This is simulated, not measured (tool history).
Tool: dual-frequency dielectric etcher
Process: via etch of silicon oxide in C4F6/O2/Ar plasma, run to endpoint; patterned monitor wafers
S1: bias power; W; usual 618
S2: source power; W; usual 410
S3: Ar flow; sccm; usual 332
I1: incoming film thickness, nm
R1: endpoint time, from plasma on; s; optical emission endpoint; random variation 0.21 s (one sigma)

run     day   S1   S2   S3     I1    R1
  1   0.000  618  410  332  197.0  41.6
  2   3.729  618  410  332  199.0  42.2
  3   5.925  618  410  332  199.5  42.4
  4   9.354  618  410  332  202.0  42.7
  5  11.896  618  410  332  198.3  42.1
     14.850  -- wet clean of the chamber
  6  14.871  618  410  332  199.1  41.8
  7  17.612  618  410  312  197.5  41.3
  8  21.854  518  410  332  196.5  43.3
  9  23.458  518  410  332  197.8  43.2
 10  26.600  518  410  332  199.5  43.6
 11  29.021  618  410  332  196.5  41.6
 12  32.442  618  410  332  197.7  41.7
     35.412  -- wet clean of the chamber
 13  35.433  618  410  302  196.6  40.9
     36.133  -- bias power generator calibrated
 14  38.983  618  410  358  198.3  42.6
 15  41.154  618  410  332  198.1  41.6
     43.708  -- Ar flow controller replaced
 16  43.729  618  410  332  198.5  42.2
     46.667  -- upper electrode replaced
 17  46.688  568  410  332  199.2  43.0
 18  50.542  488  510  311  197.2  40.4
     53.371  -- wet clean of the chamber
 19  53.392  618  410  332  199.0  42.0
     54.783  -- source power generator calibrated
 20  54.804  659  360  260  198.3  41.1
 21  57.842  618  330  258  199.7  42.9
 22  66.079  746  470  332  198.6  38.9
 23  68.958  618  410  332  197.9  41.7
 24  73.429  473  470  332  197.3  42.7
     74.817  -- wet clean of the chamber
 25  76.204  618  330  405  197.7  45.9
 26  78.438  618  410  332  197.4  42.1
 27  82.854  693  480  395  194.3  39.4
 28  85.521  543  350  413  197.6  46.3
 29  89.942  618  410  368  198.2  42.6

4 ways to go on from here, each from the tool as it stands after run 29. What would each give?
  A  89.958  618  410  332  198.0   ?
  B  89.958  668  350  332  198.0   ?
  C  89.958  664  410  332  198.0   ?
  D  89.958  520  410  409  198.0   ?

run    R1
  A  41.6
  B  42.7
  C  41.0
  D  44.5
Without the tool's hidden state the same runs would have given:
run    R1
  A  41.6
  B  42.7
  C  41.0
  D  44.5
